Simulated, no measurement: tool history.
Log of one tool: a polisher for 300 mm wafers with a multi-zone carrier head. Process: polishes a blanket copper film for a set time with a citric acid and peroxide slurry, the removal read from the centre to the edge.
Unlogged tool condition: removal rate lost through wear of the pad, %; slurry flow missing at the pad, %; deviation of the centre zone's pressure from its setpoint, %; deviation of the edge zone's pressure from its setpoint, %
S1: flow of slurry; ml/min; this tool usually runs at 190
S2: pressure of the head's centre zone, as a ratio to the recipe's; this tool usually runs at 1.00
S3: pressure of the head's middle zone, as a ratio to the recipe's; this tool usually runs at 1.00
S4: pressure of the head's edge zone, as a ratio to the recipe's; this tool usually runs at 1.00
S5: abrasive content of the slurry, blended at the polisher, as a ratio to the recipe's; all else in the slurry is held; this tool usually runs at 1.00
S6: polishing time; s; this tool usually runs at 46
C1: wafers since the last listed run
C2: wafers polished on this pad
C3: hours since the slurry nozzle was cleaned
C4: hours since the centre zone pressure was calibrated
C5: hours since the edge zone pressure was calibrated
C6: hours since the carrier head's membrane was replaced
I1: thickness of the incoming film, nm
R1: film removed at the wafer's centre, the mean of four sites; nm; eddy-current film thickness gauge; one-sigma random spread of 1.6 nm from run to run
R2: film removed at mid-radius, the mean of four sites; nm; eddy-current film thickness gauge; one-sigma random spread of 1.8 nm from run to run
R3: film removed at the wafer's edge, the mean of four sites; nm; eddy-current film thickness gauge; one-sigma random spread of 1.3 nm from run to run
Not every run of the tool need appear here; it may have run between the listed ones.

run,hour,S1,S2,S3,S4,S5,S6,C1,C2,C3,C4,C5,C6,I1,R1,R2,R3
1,0.0,145,0.92,1.00,1.00,1.00,46,0,101,71.1,216.2,277.6,283.9,1031.1,133.5,152.6,148.1
2,33.6,190,1.00,1.00,1.00,1.00,46,318,420,104.7,249.8,311.2,317.5,1036.5,150.2,154.6,149.0
3,60.1,190,1.00,1.00,1.00,1.00,46,250,671,131.2,276.3,337.7,344.0,1021.9,147.0,153.6,151.1
4,99.9,190,1.00,1.00,1.00,1.00,46,376,1048,171.0,316.1,377.5,383.8,1041.2,149.8,154.7,151.9
5,153.3,240,1.00,0.96,1.00,0.85,46,505,1553,224.4,369.5,430.9,437.2,1042.7,146.3,150.5,148.7
6,179.5,190,1.00,1.00,1.00,1.00,46,248,1801,250.6,395.7,457.1,463.4,1028.5,147.2,156.1,153.0
7,246.0,150,1.00,1.00,1.00,1.20,46,629,2431,317.1,462.2,523.6,529.9,1019.9,147.8,153.0,155.8
# hour 291.8: slurry nozzle cleaned
8,297.0,245,1.00,1.00,1.00,1.00,46,473,2905,5.2,513.2,574.6,580.9,1036.3,151.2,157.3,153.0
9,322.2,235,1.06,0.89,1.00,1.15,46,238,3143,30.4,538.4,599.8,606.1,1014.7,164.3,150.8,158.6
10,353.2,190,1.00,1.00,1.00,1.00,38,293,3437,61.4,569.4,630.8,637.1,1031.0,119.8,128.1,123.4
11,389.6,205,1.00,1.00,0.94,1.10,61,344,3782,97.8,605.8,667.2,673.5,1027.0,198.4,212.8,202.3
# hour 404.5: worn pad replaced by a new one
12,429.7,190,1.00,1.00,1.00,1.00,46,341,238,137.9,645.9,707.3,713.6,1027.2,144.7,155.1,150.1
# hour 461.2: edge zone pressure recalibrated
# hour 463.6: carrier head's membrane replaced by a new one
13,488.5,190,1.00,1.00,1.00,1.00,46,515,754,196.7,704.7,27.3,24.9,1039.8,145.2,154.2,148.8
14,516.4,190,1.00,1.00,1.00,1.00,46,264,1018,224.6,732.6,55.2,52.8,1029.6,145.2,154.2,150.4
15,547.5,145,1.00,0.93,0.90,1.00,61,294,1313,255.7,763.7,86.3,83.9,1025.5,182.7,187.6,183.5
16,613.3,190,1.00,1.00,1.00,1.00,46,623,1936,321.5,829.5,152.1,149.7,1038.1,140.6,157.4,150.3
17,647.2,190,1.00,1.12,0.96,1.00,46,321,2257,355.4,863.4,186.0,183.6,1015.1,141.0,162.9,147.4
# hour 653.8: slurry nozzle cleaned
18,707.0,190,1.00,1.00,1.05,1.00,39,556,2814,53.2,923.2,245.8,243.4,1011.7,119.3,130.7,130.5
# hour 801.5: worn pad replaced by a new one
19,873.4,145,1.00,1.00,0.90,1.00,46,1538,680,219.6,1089.6,412.2,409.8,1031.9,134.7,149.8,139.8
# hour 915.7: centre zone pressure recalibrated
20,941.6,190,1.00,1.11,1.00,1.00,46,626,1307,287.8,25.9,480.4,478.0,1037.6,157.0,165.5,147.8
21,1004.4,190,1.00,1.03,1.05,1.00,40,594,1902,350.6,88.7,543.2,540.8,1027.5,133.0,138.5,136.4
22,1062.2,190,1.00,1.00,1.09,1.00,46,547,2449,408.4,146.5,601.0,598.6,1026.1,155.3,153.5,156.5

Consider 3 possible next runs. They are alternatives, not a sequence: every one starts from the tool as it was left by run 22. What does each give?
A,1062.6,190,1.00,1.00,1.00,1.00,46,3,2453,408.8,146.9,601.4,599.0,1044.4,?,?,?
B,1062.6,160,0.95,1.00,1.00,1.00,46,3,2453,408.8,146.9,601.4,599.0,1044.4,?,?,?
C,1062.6,190,1.00,0.88,0.92,0.80,46,3,2453,408.8,146.9,601.4,599.0,1044.4,?,?,?

run,R1,R2,R3
A,154.5,152.4,150.8
B,144.0,149.0,148.4
C,146.4,133.1,137.6
Had the tool no hidden state, the same runs would have come out as:
run,R1,R2,R3
A,154.8,152.4,150.8
B,144.3,149.0,148.4
C,146.6,133.1,137.6
